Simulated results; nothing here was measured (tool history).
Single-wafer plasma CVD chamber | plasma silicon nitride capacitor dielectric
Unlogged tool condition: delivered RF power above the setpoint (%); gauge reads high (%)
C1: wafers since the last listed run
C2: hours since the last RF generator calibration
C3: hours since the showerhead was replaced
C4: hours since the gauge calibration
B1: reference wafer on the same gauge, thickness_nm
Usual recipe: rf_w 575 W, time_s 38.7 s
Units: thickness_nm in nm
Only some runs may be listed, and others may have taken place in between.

{"run": 1, "hour": 0.0, "rf_w": 575, "time_s": 38.7, "C1": 0, "C2": 986.1, "C3": 5393.2, "C4": 429, "B1": 59.057, "thickness_nm": 60.226}
{"run": 2, "hour": 203.3, "rf_w": 575, "time_s": 38.7, "C1": 3433, "C2": 1189.4, "C3": 5596.5, "C4": 632.3, "B1": 58.839, "thickness_nm": 59.19}
{"run": 3, "hour": 262.1, "rf_w": 575, "time_s": 38.7, "C1": 993, "C2": 1248.2, "C3": 5655.3, "C4": 691.1, "B1": 58.718, "thickness_nm": 59.742}
{"run": 4, "hour": 296.2, "rf_w": 575, "time_s": 38.7, "C1": 575, "C2": 1282.3, "C3": 5689.4, "C4": 725.2, "B1": 58.602, "thickness_nm": 59.628}
{"run": 5, "hour": 364.3, "rf_w": 575, "time_s": 38.7, "C1": 1150, "C2": 1350.4, "C3": 5757.5, "C4": 793.3, "B1": 58.521, "thickness_nm": 59.611}
{"run": 6, "hour": 395.5, "rf_w": 575, "time_s": 38.7, "C1": 526, "C2": 1381.6, "C3": 5788.7, "C4": 824.5, "B1": 58.594, "thickness_nm": 59.413}
{"run": 7, "hour": 451.6, "rf_w": 575, "time_s": 38.7, "C1": 947, "C2": 1437.7, "C3": 5844.8, "C4": 880.6, "B1": 58.555, "thickness_nm": 59.41}
{"run": 8, "hour": 502.2, "rf_w": 575, "time_s": 38.7, "C1": 854, "C2": 1488.3, "C3": 5895.4, "C4": 931.2, "B1": 58.611, "thickness_nm": 59.652}
{"run": 9, "hour": 573.8, "rf_w": 505, "time_s": 38.7, "C1": 1209, "C2": 1559.9, "C3": 5967, "C4": 1002.8, "B1": 58.478, "thickness_nm": 56.117}
{"run": 10, "hour": 603.2, "rf_w": 505, "time_s": 38.7, "C1": 496, "C2": 1589.3, "C3": 5996.4, "C4": 1032.2, "B1": 58.38, "thickness_nm": 55.713}
{"run": 11, "hour": 648.0, "rf_w": 575, "time_s": 38.7, "C1": 756, "C2": 1634.1, "C3": 6041.2, "C4": 1077, "B1": 58.33, "thickness_nm": 59.076}
{"run": 12, "hour": 712.4, "rf_w": 615, "time_s": 38.7, "C1": 1087, "C2": 1698.5, "C3": 6105.6, "C4": 1141.4, "B1": 58.53, "thickness_nm": 60.719}
{"hour": 714.2, "done": "gauge calibrated"}
{"run": 13, "hour": 769.1, "rf_w": 615, "time_s": 38.7, "C1": 957, "C2": 1755.2, "C3": 6162.3, "C4": 54.9, "B1": 60.007, "thickness_nm": 62.624}
{"run": 14, "hour": 819.1, "rf_w": 575, "time_s": 38.7, "C1": 844, "C2": 1805.2, "C3": 6212.3, "C4": 104.9, "B1": 59.859, "thickness_nm": 61.257}
{"hour": 858.9, "done": "RF generator calibrated"}
{"run": 15, "hour": 975.7, "rf_w": 575, "time_s": 38.7, "C1": 2509, "C2": 116.8, "C3": 6368.9, "C4": 261.5, "B1": 59.388, "thickness_nm": 60.404}
{"run": 16, "hour": 1016.0, "rf_w": 475, "time_s": 38.7, "C1": 680, "C2": 157.1, "C3": 6409.2, "C4": 301.8, "B1": 59.13, "thickness_nm": 54.843}
{"run": 17, "hour": 1051.6, "rf_w": 575, "time_s": 38.7, "C1": 601, "C2": 192.7, "C3": 6444.8, "C4": 337.4, "B1": 59.207, "thickness_nm": 60.182}
{"run": 18, "hour": 1123.4, "rf_w": 575, "time_s": 38.7, "C1": 1212, "C2": 264.5, "C3": 6516.6, "C4": 409.2, "B1": 58.919, "thickness_nm": 60.501}
{"run": 19, "hour": 1159.7, "rf_w": 475, "time_s": 35.3, "C1": 613, "C2": 300.8, "C3": 6552.9, "C4": 445.5, "B1": 58.911, "thickness_nm": 49.585}
{"hour": 1192.7, "done": "showerhead replaced"}
{"run": 20, "hour": 1193.2, "rf_w": 575, "time_s": 38.7, "C1": 430, "C2": 334.3, "C3": 0.5, "C4": 479, "B1": 58.722, "thickness_nm": 59.478}
{"run": 21, "hour": 1228.7, "rf_w": 575, "time_s": 45.7, "C1": 599, "C2": 369.8, "C3": 36, "C4": 514.5, "B1": 58.714, "thickness_nm": 70.544}
{"run": 22, "hour": 1288.9, "rf_w": 655, "time_s": 31.8, "C1": 1016, "C2": 430, "C3": 96.2, "C4": 574.7, "B1": 58.757, "thickness_nm": 51.899}
{"run": 23, "hour": 1358.4, "rf_w": 630, "time_s": 33, "C1": 1173, "C2": 499.5, "C3": 165.7, "C4": 644.2, "B1": 58.585, "thickness_nm": 52.889}
{"run": 24, "hour": 1416.9, "rf_w": 685, "time_s": 43.2, "C1": 987, "C2": 558, "C3": 224.2, "C4": 702.7, "B1": 58.499, "thickness_nm": 71.902}
{"run": 25, "hour": 1454.7, "rf_w": 475, "time_s": 35.3, "C1": 638, "C2": 595.8, "C3": 262, "C4": 740.5, "B1": 58.431, "thickness_nm": 49.283}
{"run": 26, "hour": 1514.3, "rf_w": 530, "time_s": 31.3, "C1": 1006, "C2": 655.4, "C3": 321.6, "C4": 800.1, "B1": 58.392, "thickness_nm": 46.549}
{"run": 27, "hour": 1562.0, "rf_w": 470, "time_s": 34.5, "C1": 805, "C2": 703.1, "C3": 369.3, "C4": 847.8, "B1": 58.53, "thickness_nm": 48.176}
{"run": 28, "hour": 1586.5, "rf_w": 575, "time_s": 38.7, "C1": 413, "C2": 727.6, "C3": 393.8, "C4": 872.3, "B1": 58.44, "thickness_nm": 58.956}
{"run": 29, "hour": 1621.1, "rf_w": 475, "time_s": 35.9, "C1": 584, "C2": 762.2, "C3": 428.4, "C4": 906.9, "B1": 58.368, "thickness_nm": 50.05}
{"run": 30, "hour": 1665.2, "rf_w": 575, "time_s": 38.7, "C1": 744, "C2": 806.3, "C3": 472.5, "C4": 951, "B1": 58.437, "thickness_nm": 59.581}

How the hidden state differs across the entries between the runs, from the last listed run before each to the first after it:
From run 12 to run 13: gauge calibrated (hour 714.2)
  gauge reads high (%): -3.2 -> -0.409
  what was measured, less what the result would be without the hidden state, thickness_nm: -2.007 -> -0.257 nm
From run 14 to run 15: RF generator calibrated (hour 858.9)
  gauge reads high (%): -0.764 -> -1.65
  what was measured, less what the result would be without the hidden state, thickness_nm: -0.471 -> -1.012 nm
From run 19 to run 20: showerhead replaced (hour 1192.7)
  gauge reads high (%): -2.36 -> -2.46
  what was measured, less what the result would be without the hidden state, thickness_nm: -1.196 -> -1.498 nm
